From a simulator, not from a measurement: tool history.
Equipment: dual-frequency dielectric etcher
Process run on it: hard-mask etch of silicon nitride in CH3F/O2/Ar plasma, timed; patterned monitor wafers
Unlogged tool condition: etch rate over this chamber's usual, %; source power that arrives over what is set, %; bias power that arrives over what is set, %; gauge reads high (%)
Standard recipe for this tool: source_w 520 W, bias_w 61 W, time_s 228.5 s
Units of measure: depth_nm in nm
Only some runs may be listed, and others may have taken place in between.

run,hour,source_w,bias_w,time_s,wafers since the last listed run,hours since the last wet clean,hours since the last source power generator calibration,hours since the last bias power generator calibration,hours since the last upper electrode change,hours since the gauge calibration,"read-back reference wafer on the same gauge, depth_nm",depth_nm
1,0.0,520,61,228.5,0,463.1,2191.9,1131.4,4555.2,506.2,183.2,161.5
# hour 25.5: wet clean of the chamber
2,85.4,520,61,228.5,517,59.9,2277.3,1216.8,4640.6,591.6,183.0,162.1
3,122.2,520,61,228.5,309,96.7,2314.1,1253.6,4677.4,628.4,183.0,162.0
4,194.2,460,61,194.5,606,168.7,2386.1,1325.6,4749.4,700.4,183.1,133.1
5,253.1,520,61,228.5,496,227.6,2445.0,1384.5,4808.3,759.3,183.0,162.1
6,335.0,520,61,228.5,689,309.5,2526.9,1466.4,4890.2,841.2,182.9,161.3
7,401.2,490,55,228.5,557,375.7,2593.1,1532.6,4956.4,907.4,182.8,151.3
# hour 485.7: upper electrode replaced
# hour 487.8: bias power generator calibrated
# hour 501.6: wet clean of the chamber
8,502.1,520,61,228.5,513,0.5,2694.0,14.3,16.4,1008.3,183.1,164.1
9,531.5,520,61,228.5,247,29.9,2723.4,43.7,45.8,1037.7,183.0,163.4
10,666.7,640,69,297.0,1138,165.1,2858.6,178.9,181.0,1172.9,183.0,239.8
11,729.0,460,70,262.0,524,227.4,2920.9,241.2,243.3,1235.2,183.0,191.9
12,784.9,520,61,228.5,470,283.3,2976.8,297.1,299.2,1291.1,182.9,164.5
13,836.3,580,61,276.5,432,334.7,3028.2,348.5,350.6,1342.5,183.2,206.7
14,901.2,520,61,188.0,546,399.6,3093.1,413.4,415.5,1407.4,183.2,134.2
15,937.7,520,61,228.5,307,436.1,3129.6,449.9,452.0,1443.9,182.8,163.5
# hour 975.8: wet clean of the chamber
# hour 986.6: gauge calibrated
# hour 986.8: source power generator calibrated
16,1037.5,520,61,228.5,604,61.7,50.7,549.7,551.8,50.9,183.0,162.6
17,1081.5,580,67,273.5,370,105.7,94.7,593.7,595.8,94.9,183.1,209.7
18,1138.6,570,53,193.0,480,162.8,151.8,650.8,652.9,152.0,183.2,133.9
19,1241.3,520,61,228.5,864,265.5,254.5,753.5,755.6,254.7,183.1,162.9

Predict each of these 4 candidate next runs independently; none follows another, all start after run 19:
A,1241.8,520,61,228.5,4,266.0,255.0,754.0,756.1,255.2,?,?
B,1241.8,640,50,228.5,4,266.0,255.0,754.0,756.1,255.2,?,?
C,1241.8,520,61,274.5,4,266.0,255.0,754.0,756.1,255.2,?,?
D,1241.8,640,50,278.0,4,266.0,255.0,754.0,756.1,255.2,?,?

run,"read-back reference wafer on the same gauge, depth_nm",depth_nm
A,183.0,162.5
B,183.0,160.2
C,183.0,195.2
D,183.0,194.8
What these runs would have given with no unlogged condition in the tool:
run,depth_nm
A,163.6
B,161.2
C,196.6
D,196.1
